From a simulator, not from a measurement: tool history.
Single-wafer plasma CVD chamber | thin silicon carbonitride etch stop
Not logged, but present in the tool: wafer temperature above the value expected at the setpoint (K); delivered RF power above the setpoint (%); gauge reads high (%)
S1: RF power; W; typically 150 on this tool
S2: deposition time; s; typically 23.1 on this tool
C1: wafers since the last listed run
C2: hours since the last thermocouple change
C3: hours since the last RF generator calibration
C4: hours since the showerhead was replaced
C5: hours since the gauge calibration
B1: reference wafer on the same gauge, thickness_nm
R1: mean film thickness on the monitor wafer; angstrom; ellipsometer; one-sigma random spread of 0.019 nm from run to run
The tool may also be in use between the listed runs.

| run | day | S1 | S2 | C1 | C2 | C3 | C4 | C5 | B1 | R1 |
|---|---|---|---|---|---|---|---|---|---|---|
| 1 | 0.000 | 145 | 23.1 | 0 | 800.2 | 1759.1 | 1107.2 | 729.9 | 11.602 | 124.96 |
| 2 | 3.029 | 145 | 23.1 | 1968 | 872.9 | 1831.8 | 1179.9 | 802.6 | 11.596 | 125.06 |
| 3 | 5.617 | 150 | 24.8 | 1681 | 935.0 | 1893.9 | 1242.0 | 864.7 | 11.600 | 135.61 |
|  | 5.979 | RF generator calibrated |
| 4 | 9.292 | 150 | 24.8 | 2171 | 1023.2 | 79.5 | 1330.2 | 952.9 | 11.604 | 137.55 |
| 5 | 12.642 | 150 | 24.8 | 2177 | 1103.6 | 159.9 | 1410.6 | 1033.3 | 11.607 | 137.85 |
| 6 | 14.250 | 150 | 23.1 | 1045 | 1142.2 | 198.5 | 1449.2 | 1071.9 | 11.602 | 128.37 |
| 7 | 16.688 | 150 | 23.1 | 1584 | 1200.7 | 257.0 | 1507.7 | 1130.4 | 11.595 | 127.87 |
| 8 | 19.000 | 130 | 23.1 | 1502 | 1256.2 | 312.5 | 1563.2 | 1185.9 | 11.600 | 122.88 |
| 9 | 21.633 | 130 | 23.1 | 1711 | 1319.4 | 375.7 | 1626.4 | 1249.1 | 11.599 | 122.77 |
| 10 | 25.408 | 150 | 23.1 | 2453 | 1410.0 | 466.3 | 1717.0 | 1339.7 | 11.600 | 127.73 |
| 11 | 29.846 | 170 | 20.0 | 2883 | 1516.5 | 572.8 | 1823.5 | 1446.2 | 11.603 | 114.46 |
| 12 | 32.371 | 170 | 20.0 | 1640 | 1577.1 | 633.4 | 1884.1 | 1506.8 | 11.598 | 114.61 |
| 13 | 33.888 | 150 | 23.1 | 985 | 1613.5 | 669.8 | 1920.5 | 1543.2 | 11.602 | 127.35 |
|  | 34.483 | thermocouple changed; heater temperature recalibrated |
| 14 | 36.538 | 150 | 23.1 | 1505 | 49.3 | 733.4 | 1984.1 | 1606.8 | 11.604 | 127.52 |
| 15 | 40.671 | 150 | 23.1 | 2686 | 148.5 | 832.6 | 2083.3 | 1706.0 | 11.597 | 127.42 |
|  | 49.183 | showerhead replaced |
| 16 | 50.742 | 150 | 23.1 | 6328 | 390.2 | 1074.3 | 37.4 | 1947.7 | 11.596 | 127.11 |
| 17 | 54.121 | 120 | 25.3 | 2195 | 471.3 | 1155.4 | 118.5 | 2028.8 | 11.603 | 130.48 |
| 18 | 55.900 | 150 | 23.1 | 1156 | 514.0 | 1198.1 | 161.2 | 2071.5 | 11.593 | 127.29 |
| 19 | 57.946 | 125 | 20.3 | 1329 | 563.1 | 1247.2 | 210.3 | 2120.6 | 11.604 | 106.07 |
| 20 | 61.738 | 160 | 23.1 | 2464 | 654.1 | 1338.2 | 301.3 | 2211.6 | 11.603 | 129.19 |
| 21 | 64.954 | 150 | 23.1 | 2090 | 731.3 | 1415.4 | 378.5 | 2288.8 | 11.598 | 126.44 |
| 22 | 68.692 | 135 | 20.7 | 2428 | 821.0 | 1505.1 | 468.2 | 2378.5 | 11.594 | 110.01 |
| 23 | 70.438 | 150 | 23.1 | 1134 | 862.9 | 1547.0 | 510.1 | 2420.4 | 11.602 | 126.90 |
|  | 72.092 | gauge calibrated |
| 24 | 74.821 | 125 | 19.9 | 2848 | 968.1 | 1652.2 | 615.3 | 65.5 | 11.598 | 103.33 |
|  | 76.296 | RF generator calibrated |
| 25 | 76.425 | 150 | 23.1 | 825 | 1006.6 | 3.1 | 653.8 | 104.0 | 11.600 | 127.98 |
| 26 | 79.042 | 150 | 23.1 | 1700 | 1069.4 | 65.9 | 716.6 | 166.8 | 11.599 | 127.78 |
| 27 | 82.600 | 165 | 19.9 | 2312 | 1154.8 | 151.3 | 802.0 | 252.2 | 11.603 | 113.52 |
| 28 | 84.542 | 150 | 25.7 | 1261 | 1201.4 | 197.9 | 848.6 | 298.8 | 11.599 | 142.07 |
| 29 | 86.517 | 175 | 23.1 | 1283 | 1248.8 | 245.3 | 896.0 | 346.2 | 11.600 | 133.55 |
| 30 | 90.229 | 140 | 23.1 | 2412 | 1337.9 | 334.4 | 985.1 | 435.3 | 11.604 | 125.19 |
|  | 93.262 | thermocouple changed; heater temperature recalibrated |
| 31 | 94.000 | 120 | 25.3 | 2233 | 17.7 | 424.9 | 1075.6 | 525.8 | 11.600 | 130.83 |
| 32 | 96.692 | 135 | 21.4 | 1749 | 82.3 | 489.5 | 1140.2 | 590.4 | 11.599 | 114.98 |
| 33 | 99.850 | 150 | 18.9 | 2052 | 158.1 | 565.3 | 1216.0 | 666.2 | 11.603 | 104.16 |

Hidden state or all else? Some run-to-run changes of R1, split into what the settings, what came in and random variation would give without the hidden state, and what is left for the hidden state (with any gauge scatter that isn't in both results):
Run 3 -> 4: RF generator calibrated. R1 +1.94 angstrom: hidden state +2.20, all else -0.26.
Run 19 -> 20: S1 125 -> 160, S2 20.3 -> 23.1. R1 +23.12 angstrom: hidden state -0.35, all else +23.47.
Run 23 -> 24: S1 150 -> 125, S2 23.1 -> 19.9, gauge calibrated. R1 -23.57 angstrom: hidden state +0.21, all else -23.78.
Run 24 -> 25: S1 125 -> 150, S2 19.9 -> 23.1, RF generator calibrated. R1 +24.65 angstrom: hidden state +1.21, all else +23.44.
Run 27 -> 28: S1 165 -> 150, S2 19.9 -> 25.7. R1 +28.55 angstrom: hidden state -0.15, all else +28.70.
